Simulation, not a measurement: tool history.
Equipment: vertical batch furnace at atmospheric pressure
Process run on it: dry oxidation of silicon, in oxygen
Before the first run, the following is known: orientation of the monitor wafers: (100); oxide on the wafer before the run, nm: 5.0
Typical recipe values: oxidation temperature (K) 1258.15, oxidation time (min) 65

run	hour	oxidation temperature (K)	oxidation time (min)	wafers since the last listed run	hours since the last temperature calibration	hours since the boat lift was adjusted	hours since the gauge calibration	read-back reference wafer on the same gauge, thickness	oxide thickness on the monitor wafer (angstrom)
1	0	1258.15	65	0	3627.4	5864.6	68.3	41.51	442.2
2	16.9	1258.15	65	238	3644.3	5881.5	85.2	41.55	443.2
3	27.5	1264.15	74	149	3654.9	5892.1	95.8	41.55	508.7
4	41.2	1264.15	74	193	3668.6	5905.8	109.5	41.63	510.2
5	53	1258.15	65	166	3680.4	5917.6	121.3	41.6	442.7
6	61.4	1278.15	84.5	118	3688.8	5926	129.7	41.63	637.6
7	75	1278.15	84.5	192	3702.4	5939.6	143.3	41.66	637.9
8	83.8	1278.15	84.5	124	3711.2	5948.4	152.1	41.67	638.7
9	99.1	1258.15	51	216	3726.5	5963.7	167.4	41.72	381.5
10	110.8	1267.15	65	165	3738.2	5975.4	179.1	41.74	483.7
11	121	1267.15	65	144	3748.4	5985.6	189.3	41.77	484.1
12	132.5	1267.15	65	162	3759.9	5997.1	200.8	41.81	485.3
# hour 135.3: gauge calibrated
# hour 157.9: boat lift adjusted
13	158.4	1236.15	35	26	3785.8	0.5	23.1	41.54	259.8
14	164.2	1274.15	65	81	3791.6	6.3	28.9	41.51	515.1
# hour 200.9: thermocouples replaced and temperature profile calibrated
15	201.4	1258.15	48.5	186	0.5	43.5	66.1	41.56	369.3
16	205.9	1258.15	65	63	5	48	70.6	41.57	443.3
17	210.5	1236.15	35	64	9.6	52.6	75.2	41.57	258.9
18	216.4	1239.15	75	83	15.5	58.5	81.1	41.58	422.1
19	224.4	1258.15	65	112	23.5	66.5	89.1	41.59	443.6
20	232.8	1275.15	93.5	118	31.9	74.9	97.5	41.6	662.1
21	248.6	1265.15	65	223	47.7	90.7	113.3	41.63	474.2
22	264	1233.15	52	217	63.1	106.1	128.7	41.65	321.4
23	278.1	1258.15	65	199	77.2	120.2	142.8	41.68	444.8
24	288.2	1240.15	65	142	87.3	130.3	152.9	41.74	387.9
25	299.9	1258.15	55	165	99	142	164.6	41.73	400.9

Here are 3 independent what-if runs from the current tool condition. What would each one return?
A	304.5	1266.15	65	64	103.6	146.6	169.2	?	?
B	304.5	1249.15	90	64	103.6	146.6	169.2	?	?
C	304.5	1280.15	43	64	103.6	146.6	169.2	?	?

run	read-back reference wafer on the same gauge, thickness	oxide thickness on the monitor wafer (angstrom)
A	41.76	479.2
B	41.76	513.3
C	41.76	424.9
The same runs, with their run-to-run variation unchanged, on a tool lacking any hidden condition would have given:
run	oxide thickness on the monitor wafer (angstrom)
A	476.3
B	510.1
C	422.3
